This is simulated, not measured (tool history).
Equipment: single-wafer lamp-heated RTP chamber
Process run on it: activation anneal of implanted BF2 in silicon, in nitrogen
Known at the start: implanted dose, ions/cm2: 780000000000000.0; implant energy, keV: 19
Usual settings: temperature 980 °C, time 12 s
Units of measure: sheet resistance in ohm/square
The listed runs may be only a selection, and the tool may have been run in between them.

run,hour,temperature,time,wafers since the last listed run,wafers since the last pyrometer calibration,wafers since the reflector plate was cleaned,hours since the gauge calibration,"read-back reference wafer on the same gauge, sheet resistance",sheet resistance
1,0.0,980,12,0,4079,9149,676.7,266.55,224.87
2,90.1,980,12,2138,6218,11288,766.8,266.57,225.88
# hour 197.8: reflector plate cleaned
3,198.3,980,12,2378,8597,11,875.0,266.01,222.85
4,239.9,980,12,987,9584,998,916.6,266.13,223.17
5,328.5,980,12,2103,11687,3101,1005.2,266.05,221.74
6,391.5,1000,15,1495,13183,4597,1068.2,265.76,196.28
7,498.1,1000,15,2530,15714,7128,1174.8,266.30,194.35
# hour 526.1: pyrometer window cleaned and pyrometer calibrated
8,591.9,969,12,2036,1562,9164,1268.6,265.91,244.13
9,753.6,980,12,3838,5401,13003,1430.3,265.76,227.23
# hour 790.9: reflector plate cleaned
10,854.4,980,12,2203,7604,1507,1531.1,265.29,224.46
# hour 1127.3: pyrometer window cleaned and pyrometer calibrated
11,1158.0,980,12,7017,729,8525,1834.7,266.26,228.11
12,1243.1,980,12,2020,2749,10545,1919.8,265.70,226.47
13,1308.8,992,12,1559,4308,12105,1985.5,265.97,211.04
14,1396.7,980,12,2086,6395,14191,2073.4,266.30,223.17
# hour 1438.0: reflector plate cleaned
15,1483.0,963,7,1858,8254,1068,2159.7,266.33,260.18
16,1528.2,998,9,1073,9327,2141,2204.9,265.64,207.92
17,1628.6,995,7,2383,11710,4524,2305.3,265.21,216.06
18,1718.6,1006,18,2136,13847,6661,2395.3,265.16,187.95
19,1807.4,971,15,2108,15955,8769,2484.1,265.45,229.13
20,1875.4,1007,5,1614,17569,10383,2552.1,266.22,208.84
# hour 1895.1: pyrometer window cleaned and pyrometer calibrated
21,1916.5,963,17,785,507,11169,2593.2,266.18,243.81
22,1998.7,980,12,1951,2459,13120,2675.4,266.21,226.09
23,2059.1,980,12,1433,3892,14554,2735.8,266.35,225.82
24,2118.3,980,12,1405,5298,15959,2795.0,265.59,225.56
# hour 2154.2: reflector plate cleaned
# hour 2215.5: gauge calibrated
25,2217.8,980,19,2172,7470,1508,2.3,266.07,214.61
26,2449.4,980,12,5498,12968,7007,233.9,265.52,222.18
27,2500.9,980,12,1222,14191,8229,285.4,265.92,224.14
28,2551.3,980,12,1196,15387,9426,335.8,266.11,220.28
29,2610.8,969,8,1412,16800,10838,395.3,265.83,244.18
# hour 2631.5: pyrometer window cleaned and pyrometer calibrated
30,2665.8,954,14,1115,813,11954,450.3,266.26,264.61
31,2703.0,996,14,883,1696,12837,487.5,265.61,206.32
32,2793.2,980,12,2141,3838,14978,577.7,266.35,224.72
# hour 2865.0: reflector plate cleaned
33,2880.0,1002,12,1870,5708,355,664.5,266.22,199.29
34,2920.5,995,8,961,6670,1316,705.0,265.73,215.45
35,3012.5,1000,8,2184,8854,3500,797.0,266.56,210.95

Hidden state, per run?
wafer temperature error from the tarnished reflector plate, K: 0, the same for each run
gauge reads high (%): 0, the same for each run
H1: true wafer temperature minus pyrometer reading, K
run,H1
1,2.45
2,3.17
3,4.03
4,4.37
5,5.07
6,5.58
7,6.43
8,0.551
9,1.84
10,2.65
11,0.493
12,1.17
13,1.7
14,2.4
15,3.09
16,3.45
17,4.26
18,4.97
19,5.68
20,6.23
21,0.497
22,1.15
23,1.64
24,2.11
25,2.91
26,4.76
27,5.17
28,5.57
29,6.05
30,1.23
31,1.53
32,2.25
33,2.94
34,3.26
35,4

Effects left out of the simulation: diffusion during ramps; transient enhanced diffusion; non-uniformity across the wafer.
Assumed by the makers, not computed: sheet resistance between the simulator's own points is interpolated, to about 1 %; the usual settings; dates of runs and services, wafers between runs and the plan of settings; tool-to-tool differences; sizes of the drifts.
